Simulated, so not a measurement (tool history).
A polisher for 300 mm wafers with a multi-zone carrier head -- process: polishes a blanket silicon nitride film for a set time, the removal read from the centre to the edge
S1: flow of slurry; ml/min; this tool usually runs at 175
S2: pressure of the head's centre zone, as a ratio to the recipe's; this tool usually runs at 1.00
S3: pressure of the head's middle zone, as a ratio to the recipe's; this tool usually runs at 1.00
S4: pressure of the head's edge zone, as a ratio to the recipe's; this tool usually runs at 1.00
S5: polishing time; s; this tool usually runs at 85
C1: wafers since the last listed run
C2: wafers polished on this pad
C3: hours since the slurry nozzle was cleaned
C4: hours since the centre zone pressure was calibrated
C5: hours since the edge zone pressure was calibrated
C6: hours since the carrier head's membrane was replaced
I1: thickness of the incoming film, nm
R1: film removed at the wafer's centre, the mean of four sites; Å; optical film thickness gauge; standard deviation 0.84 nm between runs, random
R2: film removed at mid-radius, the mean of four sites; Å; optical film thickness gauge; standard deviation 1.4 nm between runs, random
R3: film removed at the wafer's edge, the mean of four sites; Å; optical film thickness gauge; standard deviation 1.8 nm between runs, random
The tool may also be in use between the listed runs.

run,day,S1,S2,S3,S4,S5,C1,C2,C3,C4,C5,C6,I1,R1,R2,R3
1,0.000,175,0.91,1.00,1.00,85,0,2039,242.6,260.1,1268.6,1339.6,740.7,1050,1184,1173
2,0.796,135,1.09,1.00,1.00,85,231,2270,261.7,279.2,1287.7,1358.7,765.9,1194,1083,1122
# day 1.304: edge zone pressure recalibrated
3,1.975,175,1.00,0.94,1.00,85,318,2589,290.0,307.5,16.1,1387.0,756.2,1143,1122,1142
# day 2.379: carrier head's membrane replaced by a new one
4,2.650,175,1.00,1.00,1.00,85,135,2724,306.2,323.7,32.3,6.5,740.7,1148,1186,1169
# day 3.883: worn pad replaced by a new one
5,4.004,175,1.00,1.00,1.00,85,345,35,338.7,356.2,64.8,39.0,745.0,1188,1199,1201
6,4.533,135,1.00,1.06,1.00,85,153,189,351.4,368.9,77.5,51.7,740.4,1121,1223,1154
7,5.792,175,0.95,1.00,1.00,85,365,555,381.6,399.1,107.7,81.9,740.5,1132,1218,1207
8,6.804,175,1.00,1.06,1.00,109,294,849,405.9,423.4,132.0,106.2,753.3,1500,1641,1526
# day 7.679: slurry nozzle cleaned
9,10.162,175,1.00,1.00,1.00,85,964,1813,59.6,504.0,212.6,186.8,761.6,1164,1182,1170
# day 10.254: centre zone pressure recalibrated
10,11.117,175,0.90,1.00,0.89,85,253,2066,82.5,20.7,235.5,209.7,757.6,1023,1150,1109
11,12.475,135,1.05,1.00,1.09,101,394,2461,115.1,53.3,268.1,242.3,743.9,1345,1327,1388
12,13.912,175,1.00,1.00,1.00,85,417,2879,149.6,87.8,302.6,276.8,759.4,1133,1155,1175
13,15.271,155,1.03,1.00,1.05,59,394,3274,182.2,120.4,335.2,309.4,760.1,786,780,807
14,16.017,175,1.00,1.00,1.08,85,216,3491,200.1,138.3,353.1,327.3,763.4,1123,1149,1180
# day 16.271: worn pad replaced by a new one
15,17.200,175,1.00,1.00,1.05,85,295,269,228.5,166.7,381.5,355.7,758.3,1188,1208,1227
16,20.642,175,0.97,1.09,1.11,63,1000,1270,311.1,249.3,464.1,438.3,765.8,835,957,919
17,21.425,205,0.96,0.96,1.10,85,227,1498,329.9,268.1,482.9,457.1,740.9,1135,1198,1277
18,22.888,175,1.00,1.00,1.00,85,425,1923,365.0,303.2,518.0,492.2,755.3,1153,1173,1147
19,23.396,140,0.89,1.00,0.95,59,147,2071,377.2,315.4,530.2,504.4,745.5,678,794,784
# day 23.908: slurry nozzle cleaned
20,24.696,175,1.00,1.00,1.00,85,365,2436,18.9,346.6,561.4,535.6,745.2,1132,1160,1173
21,25.879,175,1.05,1.00,1.00,85,344,2780,47.3,375.0,589.8,564.0,751.3,1176,1145,1110
22,26.746,175,1.00,1.05,1.00,85,251,3032,68.1,395.8,610.6,584.8,754.3,1126,1192,1142
# day 27.108: worn pad replaced by a new one
23,27.625,175,1.00,1.00,1.00,85,207,150,89.2,416.9,631.7,605.9,754.0,1192,1216,1237

Each row is a separate what-if for the run after 23, all from the same tool condition, not one after another. Results?
A,27.646,175,1.00,1.00,1.00,85,6,156,89.7,417.4,632.2,606.4,754.9,?,?,?
B,27.646,135,1.00,1.10,1.12,85,6,156,89.7,417.4,632.2,606.4,754.9,?,?,?
C,27.646,175,1.00,1.07,1.07,85,6,156,89.7,417.4,632.2,606.4,754.9,?,?,?

run,R1,R2,R3
A,1181,1215,1202
B,1113,1249,1222
C,1181,1287,1241
With no hidden state in the tool, these same runs would have given:
run,R1,R2,R3
A,1192,1227,1214
B,1124,1262,1234
C,1193,1299,1253
